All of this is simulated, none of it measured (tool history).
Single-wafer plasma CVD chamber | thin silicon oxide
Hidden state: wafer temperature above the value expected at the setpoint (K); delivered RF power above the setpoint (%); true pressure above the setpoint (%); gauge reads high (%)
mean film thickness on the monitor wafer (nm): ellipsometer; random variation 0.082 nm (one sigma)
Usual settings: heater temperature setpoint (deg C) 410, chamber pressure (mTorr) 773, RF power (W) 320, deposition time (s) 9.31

run	hour	heater temperature setpoint (deg C)	chamber pressure (mTorr)	RF power (W)	deposition time (s)	wafers since the last listed run	hours since the last thermocouple change	hours since the last RF generator calibration	hours since the last manometer calibration	hours since the showerhead was replaced	hours since the gauge calibration	read-back reference wafer on the same gauge, thickness_nm	mean film thickness on the monitor wafer (nm)
1	0.0	410	773	320	9.31	0	1213.7	532.1	1916.0	5908.4	162.6	19.059	15.405
2	15.6	410	773	320	9.31	555	1229.3	547.7	1931.6	5924.0	178.2	19.133	15.569
3	43.4	410	773	320	9.31	989	1257.1	575.5	1959.4	5951.8	206.0	19.114	15.567
4	64.6	410	830	320	9.31	754	1278.3	596.7	1980.6	5973.0	227.2	19.113	16.610
5	87.8	410	830	320	9.31	825	1301.5	619.9	2003.8	5996.2	250.4	19.082	16.484
6	115.5	410	880	320	9.31	985	1329.2	647.6	2031.5	6023.9	278.1	19.086	17.315
7	138.5	410	880	320	9.31	818	1352.2	670.6	2054.5	6046.9	301.1	19.124	17.384
8	169.8	410	880	320	9.31	1113	1383.5	701.9	2085.8	6078.2	332.4	19.113	17.417
9	192.7	410	773	320	9.31	814	1406.4	724.8	2108.7	6101.1	355.3	19.067	15.340
# hour 199.3: gauge calibrated
10	214.2	410	773	320	9.31	764	1427.9	746.3	2130.2	6122.6	14.9	19.138	15.367
11	233.7	410	773	320	9.31	693	1447.4	765.8	2149.7	6142.1	34.4	19.145	15.393
# hour 256.8: capacitance manometer re-zeroed and calibrated
12	263.3	410	880	320	9.31	768	1477.0	795.4	6.5	6171.7	64.0	19.123	18.520
13	284.3	410	707	320	10.90	747	1498.0	816.4	27.5	6192.7	85.0	19.089	17.845
# hour 297.4: RF generator calibrated
14	362.0	410	773	320	7.82	2479	1575.7	64.6	105.2	6270.4	162.7	19.107	13.940
# hour 398.1: thermocouple changed; heater temperature recalibrated
15	398.6	410	773	320	9.31	1017	0.5	101.2	141.8	6307.0	199.3	19.074	16.502
16	414.7	410	773	320	9.31	572	16.6	117.3	157.9	6323.1	215.4	19.059	16.470
17	443.0	410	773	320	10.42	1006	44.9	145.6	186.2	6351.4	243.7	19.119	18.572
# hour 459.0: showerhead replaced
18	459.5	399	693	280	8.20	302	61.4	162.1	202.7	0.5	260.2	19.138	12.647
# hour 481.2: gauge calibrated
19	485.9	410	957	355	9.31	939	87.8	188.5	229.1	26.9	4.7	19.162	20.477

The next listed run, before its measurement:
20	514.2	410	773	305	10.05	1006	116.1	216.8	257.4	55.2	33.0	?	?

Run 20 gave read-back reference wafer on the same gauge, thickness_nm 19.095, mean film thickness on the monitor wafer (nm) 17.504.
Without the tool's hidden state the same run would have given mean film thickness on the monitor wafer (nm) 17.781.
